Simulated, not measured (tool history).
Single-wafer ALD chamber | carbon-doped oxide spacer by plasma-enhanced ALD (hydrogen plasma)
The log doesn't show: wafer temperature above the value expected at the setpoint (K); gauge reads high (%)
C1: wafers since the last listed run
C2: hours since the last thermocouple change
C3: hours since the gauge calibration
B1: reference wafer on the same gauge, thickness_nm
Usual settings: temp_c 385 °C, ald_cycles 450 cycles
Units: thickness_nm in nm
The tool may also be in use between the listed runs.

{"run": 1, "day": 0.0, "temp_c": 385, "ald_cycles": 450, "C1": 0, "C2": 246.2, "C3": 699.6, "B1": 22.655, "thickness_nm": 22.499}
{"day": 2.658, "done": "gauge calibrated"}
{"run": 2, "day": 2.942, "temp_c": 385, "ald_cycles": 450, "C1": 64, "C2": 316.8, "C3": 6.8, "B1": 22.926, "thickness_nm": 22.733}
{"run": 3, "day": 5.562, "temp_c": 385, "ald_cycles": 450, "C1": 57, "C2": 379.7, "C3": 69.7, "B1": 22.875, "thickness_nm": 22.611}
{"run": 4, "day": 6.725, "temp_c": 380, "ald_cycles": 450, "C1": 25, "C2": 407.6, "C3": 97.6, "B1": 22.851, "thickness_nm": 22.642}
{"run": 5, "day": 8.4, "temp_c": 380, "ald_cycles": 450, "C1": 36, "C2": 447.8, "C3": 137.8, "B1": 22.804, "thickness_nm": 22.632}
{"run": 6, "day": 10.696, "temp_c": 380, "ald_cycles": 450, "C1": 50, "C2": 502.9, "C3": 192.9, "B1": 22.784, "thickness_nm": 22.673}
{"run": 7, "day": 13.671, "temp_c": 385, "ald_cycles": 450, "C1": 65, "C2": 574.3, "C3": 264.3, "B1": 22.732, "thickness_nm": 22.417}
{"run": 8, "day": 15.175, "temp_c": 385, "ald_cycles": 450, "C1": 32, "C2": 610.4, "C3": 300.4, "B1": 22.719, "thickness_nm": 22.56}
{"run": 9, "day": 16.821, "temp_c": 385, "ald_cycles": 450, "C1": 36, "C2": 649.9, "C3": 339.9, "B1": 22.688, "thickness_nm": 22.455}
{"run": 10, "day": 18.208, "temp_c": 377, "ald_cycles": 418, "C1": 30, "C2": 683.2, "C3": 373.2, "B1": 22.682, "thickness_nm": 20.802}
{"run": 11, "day": 19.246, "temp_c": 377, "ald_cycles": 418, "C1": 22, "C2": 708.1, "C3": 398.1, "B1": 22.677, "thickness_nm": 20.807}
{"run": 12, "day": 20.592, "temp_c": 385, "ald_cycles": 450, "C1": 29, "C2": 740.4, "C3": 430.4, "B1": 22.671, "thickness_nm": 22.446}
{"run": 13, "day": 22.271, "temp_c": 385, "ald_cycles": 493, "C1": 36, "C2": 780.7, "C3": 470.7, "B1": 22.654, "thickness_nm": 24.475}
{"run": 14, "day": 23.65, "temp_c": 385, "ald_cycles": 450, "C1": 30, "C2": 813.8, "C3": 503.8, "B1": 22.653, "thickness_nm": 22.47}
{"run": 15, "day": 26.546, "temp_c": 385, "ald_cycles": 450, "C1": 63, "C2": 883.3, "C3": 573.3, "B1": 22.643, "thickness_nm": 22.543}
{"run": 16, "day": 28.362, "temp_c": 385, "ald_cycles": 450, "C1": 39, "C2": 926.9, "C3": 616.9, "B1": 22.637, "thickness_nm": 22.467}
{"run": 17, "day": 30.604, "temp_c": 385, "ald_cycles": 450, "C1": 49, "C2": 980.7, "C3": 670.7, "B1": 22.619, "thickness_nm": 22.365}
{"run": 18, "day": 33.508, "temp_c": 391, "ald_cycles": 384, "C1": 63, "C2": 1050.4, "C3": 740.4, "B1": 22.619, "thickness_nm": 19.106}
{"run": 19, "day": 37.888, "temp_c": 379, "ald_cycles": 509, "C1": 95, "C2": 1155.5, "C3": 845.5, "B1": 22.62, "thickness_nm": 25.255}
{"day": 37.892, "done": "gauge calibrated"}
{"day": 38.983, "done": "thermocouple changed; heater temperature recalibrated"}
{"run": 20, "day": 39.817, "temp_c": 379, "ald_cycles": 418, "C1": 34, "C2": 20.0, "C3": 46.2, "B1": 22.852, "thickness_nm": 21.06}
{"run": 21, "day": 42.388, "temp_c": 385, "ald_cycles": 450, "C1": 56, "C2": 81.7, "C3": 107.9, "B1": 22.803, "thickness_nm": 22.595}
{"run": 22, "day": 44.708, "temp_c": 385, "ald_cycles": 450, "C1": 50, "C2": 137.4, "C3": 163.6, "B1": 22.75, "thickness_nm": 22.555}
{"run": 23, "day": 45.708, "temp_c": 380, "ald_cycles": 379, "C1": 21, "C2": 161.4, "C3": 187.6, "B1": 22.742, "thickness_nm": 18.976}
{"run": 24, "day": 47.908, "temp_c": 385, "ald_cycles": 370, "C1": 48, "C2": 214.2, "C3": 240.4, "B1": 22.713, "thickness_nm": 18.451}
{"run": 25, "day": 49.629, "temp_c": 393, "ald_cycles": 390, "C1": 37, "C2": 255.5, "C3": 281.7, "B1": 22.692, "thickness_nm": 19.515}
{"run": 26, "day": 51.133, "temp_c": 379, "ald_cycles": 486, "C1": 32, "C2": 291.6, "C3": 317.8, "B1": 22.674, "thickness_nm": 24.181}
{"run": 27, "day": 53.162, "temp_c": 372, "ald_cycles": 384, "C1": 44, "C2": 340.3, "C3": 366.5, "B1": 22.663, "thickness_nm": 19.093}
{"run": 28, "day": 54.525, "temp_c": 379, "ald_cycles": 369, "C1": 29, "C2": 373.0, "C3": 399.2, "B1": 22.653, "thickness_nm": 18.353}
{"run": 29, "day": 55.821, "temp_c": 385, "ald_cycles": 450, "C1": 28, "C2": 404.1, "C3": 430.3, "B1": 22.627, "thickness_nm": 22.389}
{"run": 30, "day": 56.929, "temp_c": 385, "ald_cycles": 450, "C1": 24, "C2": 430.7, "C3": 456.9, "B1": 22.628, "thickness_nm": 22.429}
{"run": 31, "day": 59.304, "temp_c": 375, "ald_cycles": 488, "C1": 52, "C2": 487.7, "C3": 513.9, "B1": 22.629, "thickness_nm": 24.313}
{"run": 32, "day": 60.704, "temp_c": 385, "ald_cycles": 511, "C1": 30, "C2": 521.3, "C3": 547.5, "B1": 22.609, "thickness_nm": 25.457}
{"run": 33, "day": 62.404, "temp_c": 385, "ald_cycles": 450, "C1": 37, "C2": 562.1, "C3": 588.3, "B1": 22.6, "thickness_nm": 22.38}
{"run": 34, "day": 64.175, "temp_c": 397, "ald_cycles": 483, "C1": 38, "C2": 604.6, "C3": 630.8, "B1": 22.603, "thickness_nm": 24.094}

The same runs without the tool's hidden state, with the same run-to-run variation:
run=1 thickness_nm=22.746
run=2 thickness_nm=22.700
run=3 thickness_nm=22.644
run=4 thickness_nm=22.700
run=5 thickness_nm=22.723
run=6 thickness_nm=22.801
run=7 thickness_nm=22.583
run=8 thickness_nm=22.743
run=9 thickness_nm=22.653
run=10 thickness_nm=20.996
run=11 thickness_nm=21.008
run=12 thickness_nm=22.672
run=13 thickness_nm=24.732
run=14 thickness_nm=22.714
run=15 thickness_nm=22.800
run=16 thickness_nm=22.730
run=17 thickness_nm=22.633
run=18 thickness_nm=19.341
run=19 thickness_nm=25.575
run=20 thickness_nm=21.102
run=21 thickness_nm=22.697
run=22 thickness_nm=22.699
run=23 thickness_nm=19.110
run=24 thickness_nm=18.606
run=25 thickness_nm=19.698
run=26 thickness_nm=24.423
run=27 thickness_nm=19.300
run=28 thickness_nm=18.560
run=29 thickness_nm=22.650
run=30 thickness_nm=22.697
run=31 thickness_nm=24.618
run=32 thickness_nm=25.783
run=33 thickness_nm=22.673
run=34 thickness_nm=24.416

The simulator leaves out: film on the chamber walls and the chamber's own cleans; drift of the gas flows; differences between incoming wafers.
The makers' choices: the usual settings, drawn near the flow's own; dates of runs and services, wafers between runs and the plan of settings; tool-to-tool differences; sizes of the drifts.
